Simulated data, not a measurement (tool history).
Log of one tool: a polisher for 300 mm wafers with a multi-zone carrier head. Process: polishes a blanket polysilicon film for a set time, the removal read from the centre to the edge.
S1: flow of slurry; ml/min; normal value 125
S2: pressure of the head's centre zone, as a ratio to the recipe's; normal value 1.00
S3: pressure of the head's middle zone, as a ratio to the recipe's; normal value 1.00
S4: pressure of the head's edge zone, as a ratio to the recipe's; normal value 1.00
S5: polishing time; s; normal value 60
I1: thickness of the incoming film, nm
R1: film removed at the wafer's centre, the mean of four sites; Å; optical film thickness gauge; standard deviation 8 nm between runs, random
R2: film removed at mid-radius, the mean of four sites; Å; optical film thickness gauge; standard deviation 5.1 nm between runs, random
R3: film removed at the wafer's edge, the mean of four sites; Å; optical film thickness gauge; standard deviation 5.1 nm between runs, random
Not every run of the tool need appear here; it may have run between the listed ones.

{"run": 1, "hour": 0.0, "S1": 85, "S2": 1.0, "S3": 1.0, "S4": 1.05, "S5": 60, "I1": 1569.6, "R1": 5474, "R2": 5407, "R3": 5699}
{"run": 2, "hour": 82.9, "S1": 125, "S2": 1.0, "S3": 1.0, "S4": 1.0, "S5": 60, "I1": 1579.2, "R1": 5833, "R2": 5797, "R3": 5766}
{"run": 3, "hour": 180.9, "S1": 105, "S2": 1.0, "S3": 1.0, "S4": 0.92, "S5": 60, "I1": 1605.7, "R1": 5653, "R2": 5491, "R3": 5396}
{"run": 4, "hour": 229.6, "S1": 125, "S2": 1.11, "S3": 0.96, "S4": 1.0, "S5": 60, "I1": 1591.5, "R1": 6237, "R2": 5442, "R3": 5624}
{"run": 5, "hour": 314.7, "S1": 125, "S2": 1.06, "S3": 0.88, "S4": 1.1, "S5": 71, "I1": 1594.0, "R1": 7005, "R2": 5896, "R3": 6927}
{"run": 6, "hour": 390.8, "S1": 125, "S2": 1.05, "S3": 1.07, "S4": 1.0, "S5": 40, "I1": 1565.8, "R1": 3880, "R2": 3856, "R3": 3605}
{"run": 7, "hour": 463.8, "S1": 125, "S2": 1.0, "S3": 1.0, "S4": 1.0, "S5": 60, "I1": 1588.9, "R1": 5391, "R2": 5495, "R3": 5416}
{"hour": 528.5, "done": "slurry nozzle cleaned"}
{"run": 8, "hour": 540.1, "S1": 125, "S2": 1.0, "S3": 1.0, "S4": 0.89, "S5": 60, "I1": 1587.2, "R1": 5241, "R2": 5351, "R3": 5143}
{"run": 9, "hour": 593.4, "S1": 100, "S2": 1.1, "S3": 1.0, "S4": 0.91, "S5": 69, "I1": 1618.1, "R1": 6323, "R2": 5768, "R3": 5716}
{"hour": 631.9, "done": "edge zone pressure recalibrated"}
{"run": 10, "hour": 664.8, "S1": 125, "S2": 1.0, "S3": 1.04, "S4": 1.0, "S5": 60, "I1": 1571.0, "R1": 5284, "R2": 5373, "R3": 5246}
{"hour": 680.2, "done": "centre zone pressure recalibrated"}
{"run": 11, "hour": 744.3, "S1": 165, "S2": 1.0, "S3": 1.0, "S4": 1.0, "S5": 68, "I1": 1576.7, "R1": 6180, "R2": 6144, "R3": 6012}
{"hour": 803.1, "done": "carrier head's membrane replaced by a new one"}
{"hour": 812.0, "done": "worn pad replaced by a new one"}
{"run": 12, "hour": 821.3, "S1": 125, "S2": 0.96, "S3": 1.12, "S4": 1.08, "S5": 73, "I1": 1622.9, "R1": 6937, "R2": 7833, "R3": 7325}
{"run": 13, "hour": 870.1, "S1": 125, "S2": 1.0, "S3": 1.0, "S4": 1.0, "S5": 69, "I1": 1602.3, "R1": 6720, "R2": 6639, "R3": 6555}
{"run": 14, "hour": 970.0, "S1": 125, "S2": 1.07, "S3": 0.92, "S4": 1.0, "S5": 60, "I1": 1613.4, "R1": 6216, "R2": 5246, "R3": 5720}
{"run": 15, "hour": 1064.6, "S1": 155, "S2": 1.0, "S3": 1.0, "S4": 1.0, "S5": 78, "I1": 1564.8, "R1": 7690, "R2": 7599, "R3": 7426}
{"run": 16, "hour": 1148.5, "S1": 110, "S2": 1.12, "S3": 1.0, "S4": 1.0, "S5": 60, "I1": 1598.0, "R1": 5937, "R2": 5412, "R3": 5420}
{"run": 17, "hour": 1249.1, "S1": 125, "S2": 0.93, "S3": 1.04, "S4": 1.0, "S5": 66, "I1": 1597.0, "R1": 5706, "R2": 6099, "R3": 5888}
{"run": 18, "hour": 1301.6, "S1": 125, "S2": 1.05, "S3": 1.07, "S4": 1.0, "S5": 40, "I1": 1590.6, "R1": 3831, "R2": 3748, "R3": 3596}
{"run": 19, "hour": 1365.0, "S1": 125, "S2": 0.95, "S3": 1.0, "S4": 0.95, "S5": 60, "I1": 1598.3, "R1": 5057, "R2": 5378, "R3": 5271}
{"hour": 1383.6, "done": "slurry nozzle cleaned"}
{"hour": 1431.1, "done": "edge zone pressure recalibrated"}
{"hour": 1452.3, "done": "worn pad replaced by a new one"}
{"hour": 1455.2, "done": "centre zone pressure recalibrated"}
{"run": 20, "hour": 1459.1, "S1": 125, "S2": 1.0, "S3": 1.11, "S4": 1.06, "S5": 60, "I1": 1594.0, "R1": 5845, "R2": 6193, "R3": 5829}
{"run": 21, "hour": 1557.0, "S1": 125, "S2": 1.0, "S3": 1.0, "S4": 1.0, "S5": 60, "I1": 1574.3, "R1": 5846, "R2": 5635, "R3": 5627}
{"run": 22, "hour": 1610.3, "S1": 150, "S2": 0.9, "S3": 1.12, "S4": 1.0, "S5": 75, "I1": 1557.7, "R1": 6720, "R2": 7837, "R3": 7172}

What if the next run were any one of these 4? Each begins from the tool's condition after run 22:
{"run": "A", "hour": 1610.7, "S1": 125, "S2": 1.0, "S3": 1.0, "S4": 1.0, "S5": 60, "I1": 1573.0, "R1": "?", "R2": "?", "R3": "?"}
{"run": "B", "hour": 1610.7, "S1": 165, "S2": 1.0, "S3": 1.0, "S4": 0.95, "S5": 60, "I1": 1573.0, "R1": "?", "R2": "?", "R3": "?"}
{"run": "C", "hour": 1610.7, "S1": 125, "S2": 0.94, "S3": 1.06, "S4": 1.08, "S5": 76, "I1": 1573.0, "R1": "?", "R2": "?", "R3": "?"}
{"run": "D", "hour": 1610.7, "S1": 145, "S2": 1.0, "S3": 1.04, "S4": 1.0, "S5": 60, "I1": 1573.0, "R1": "?", "R2": "?", "R3": "?"}

run=A R1=5669 R2=5604 R3=5593
run=B R1=5972 R2=5867 R3=5678
run=C R1=6835 R2=7460 R3=7277
run=D R1=5837 R2=5943 R3=5692
Take away the tool's hidden state, keep each run's random variation, and the runs would have read:
run=A R1=5934 R2=5867 R3=5856
run=B R1=6251 R2=6142 R3=5944
run=C R1=7155 R2=7809 R3=7618
run=D R1=6110 R2=6221 R3=5958
